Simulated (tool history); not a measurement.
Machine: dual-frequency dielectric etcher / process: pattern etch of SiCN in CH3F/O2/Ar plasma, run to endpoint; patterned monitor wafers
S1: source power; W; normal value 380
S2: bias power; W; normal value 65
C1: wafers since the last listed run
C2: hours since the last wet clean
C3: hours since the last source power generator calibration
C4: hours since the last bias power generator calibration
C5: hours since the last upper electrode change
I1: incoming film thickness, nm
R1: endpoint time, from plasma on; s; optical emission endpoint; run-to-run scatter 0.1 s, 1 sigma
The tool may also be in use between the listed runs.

run 1 day=0.000 | S1=460 S2=72 | C1=0 C2=194.3 C3=3676.5 C4=2648.6 C5=5756.0 | I1=10.81 | R1=27.6
run 2 day=1.250 | S1=460 S2=72 | C1=633 C2=224.3 C3=3706.5 C4=2678.6 C5=5786.0 | I1=10.94 | R1=27.9
run 3 day=2.067 | S1=380 S2=65 | C1=414 C2=243.9 C3=3726.1 C4=2698.2 C5=5805.6 | I1=10.80 | R1=30.1
run 4 day=2.638 | S1=380 S2=65 | C1=289 C2=257.6 C3=3739.8 C4=2711.9 C5=5819.3 | I1=10.95 | R1=30.4
run 5 day=3.888 | S1=380 S2=65 | C1=633 C2=287.6 C3=3769.8 C4=2741.9 C5=5849.3 | I1=10.94 | R1=30.3
run 6 day=4.796 | S1=310 S2=65 | C1=460 C2=309.4 C3=3791.6 C4=2763.7 C5=5871.1 | I1=10.96 | R1=32.7
run 7 day=6.096 | S1=310 S2=65 | C1=659 C2=340.6 C3=3822.8 C4=2794.9 C5=5902.3 | I1=10.88 | R1=32.1
run 8 day=7.425 | S1=380 S2=65 | C1=674 C2=372.5 C3=3854.7 C4=2826.8 C5=5934.2 | I1=11.03 | R1=30.6
run 9 day=8.104 | S1=380 S2=65 | C1=344 C2=388.8 C3=3871.0 C4=2843.1 C5=5950.5 | I1=10.98 | R1=30.4
-- day=9.908 source power generator calibrated
-- day=10.404 upper electrode replaced
run 10 day=10.425 | S1=380 S2=65 | C1=842 C2=444.5 C3=12.4 C4=2898.8 C5=0.5 | I1=10.92 | R1=30.2
-- day=11.842 wet clean of the chamber
run 11 day=11.862 | S1=380 S2=65 | C1=221 C2=0.5 C3=46.9 C4=2933.3 C5=35.0 | I1=10.87 | R1=30.5
run 12 day=12.242 | S1=380 S2=65 | C1=192 C2=9.6 C3=56.0 C4=2942.4 C5=44.1 | I1=10.89 | R1=30.4
run 13 day=13.725 | S1=380 S2=65 | C1=752 C2=45.2 C3=91.6 C4=2978.0 C5=79.7 | I1=10.87 | R1=30.4
run 14 day=14.312 | S1=380 S2=65 | C1=297 C2=59.3 C3=105.7 C4=2992.1 C5=93.8 | I1=10.98 | R1=30.6
run 15 day=15.675 | S1=380 S2=61 | C1=690 C2=92.0 C3=138.4 C4=3024.8 C5=126.5 | I1=10.72 | R1=30.5
run 16 day=16.821 | S1=430 S2=59 | C1=581 C2=119.5 C3=165.9 C4=3052.3 C5=154.0 | I1=10.87 | R1=29.8
run 17 day=17.504 | S1=430 S2=60 | C1=346 C2=135.9 C3=182.3 C4=3068.7 C5=170.4 | I1=10.83 | R1=29.7
run 18 day=18.242 | S1=420 S2=80 | C1=373 C2=153.6 C3=200.0 C4=3086.4 C5=188.1 | I1=10.82 | R1=27.7
run 19 day=18.779 | S1=430 S2=51 | C1=272 C2=166.5 C3=212.9 C4=3099.3 C5=201.0 | I1=10.82 | R1=30.8
run 20 day=19.504 | S1=380 S2=65 | C1=367 C2=183.9 C3=230.3 C4=3116.7 C5=218.4 | I1=10.90 | R1=30.4
run 21 day=20.600 | S1=380 S2=65 | C1=555 C2=210.2 C3=256.6 C4=3143.0 C5=244.7 | I1=10.85 | R1=30.1
run 22 day=21.683 | S1=320 S2=65 | C1=549 C2=236.2 C3=282.6 C4=3169.0 C5=270.7 | I1=10.96 | R1=32.2
-- day=22.817 bias power generator calibrated
run 23 day=23.033 | S1=280 S2=52 | C1=600 C2=268.6 C3=315.0 C4=5.2 C5=303.1 | I1=10.93 | R1=35.6
run 24 day=24.275 | S1=470 S2=79 | C1=629 C2=298.4 C3=344.8 C4=35.0 C5=332.9 | I1=10.85 | R1=26.6
run 25 day=27.300 | S1=380 S2=65 | C1=1533 C2=371.0 C3=417.4 C4=107.6 C5=405.5 | I1=10.88 | R1=30.1
run 26 day=28.183 | S1=310 S2=78 | C1=447 C2=392.2 C3=438.6 C4=128.8 C5=426.7 | I1=10.87 | R1=30.7
run 27 day=28.804 | S1=380 S2=65 | C1=314 C2=407.1 C3=453.5 C4=143.7 C5=441.6 | I1=10.93 | R1=30.4
run 28 day=29.942 | S1=380 S2=79 | C1=576 C2=434.4 C3=480.8 C4=171.0 C5=468.9 | I1=10.83 | R1=28.4
run 29 day=31.142 | S1=290 S2=79 | C1=608 C2=463.2 C3=509.6 C4=199.8 C5=497.7 | I1=10.85 | R1=31.1
run 30 day=32.433 | S1=280 S2=74 | C1=655 C2=494.2 C3=540.6 C4=230.8 C5=528.7 | I1=10.80 | R1=31.8
run 31 day=33.800 | S1=340 S2=50 | C1=693 C2=527.0 C3=573.4 C4=263.6 C5=561.5 | I1=10.91 | R1=33.1
-- day=34.821 wet clean of the chamber
run 32 day=34.842 | S1=450 S2=79 | C1=21 C2=0.5 C3=598.4 C4=288.6 C5=586.5 | I1=10.98 | R1=27.7
run 33 day=35.896 | S1=470 S2=56 | C1=534 C2=25.8 C3=623.7 C4=313.9 C5=611.8 | I1=10.88 | R1=29.6
run 34 day=36.554 | S1=420 S2=79 | C1=333 C2=41.6 C3=639.5 C4=329.7 C5=627.6 | I1=10.94 | R1=28.2

Some steps in R1, run to run, broken into two amounts with sign: the step expected even without the hidden condition (settings, incoming material, random variation), and the rest, left for the hidden condition together with whatever gauge scatter is not in both the measured and the hidden-condition-free result:
What the log doesn't record here: etch rate over this chamber's usual, %; source power that arrives over what is set, %; bias power that arrives over what is set, %.
Run 3 -> 4: no setting touched and nothing written in the log between the runs. R1 +0.3 s: hidden state -0.1, all else +0.4.
Run 10 -> 11: wet clean of the chamber. R1 +0.3 s: hidden state +0.5, all else -0.2.
Run 23 -> 24: S1 280 -> 470, S2 52 -> 79. R1 -9.0 s: hidden state +0.0, all else -9.0.
Run 24 -> 25: S1 470 -> 380, S2 79 -> 65. R1 +3.5 s: hidden state -0.1, all else +3.6.
Run 31 -> 32: S1 340 -> 450, S2 50 -> 79, wet clean of the chamber. R1 -5.4 s: hidden state +0.6, all else -6.0.
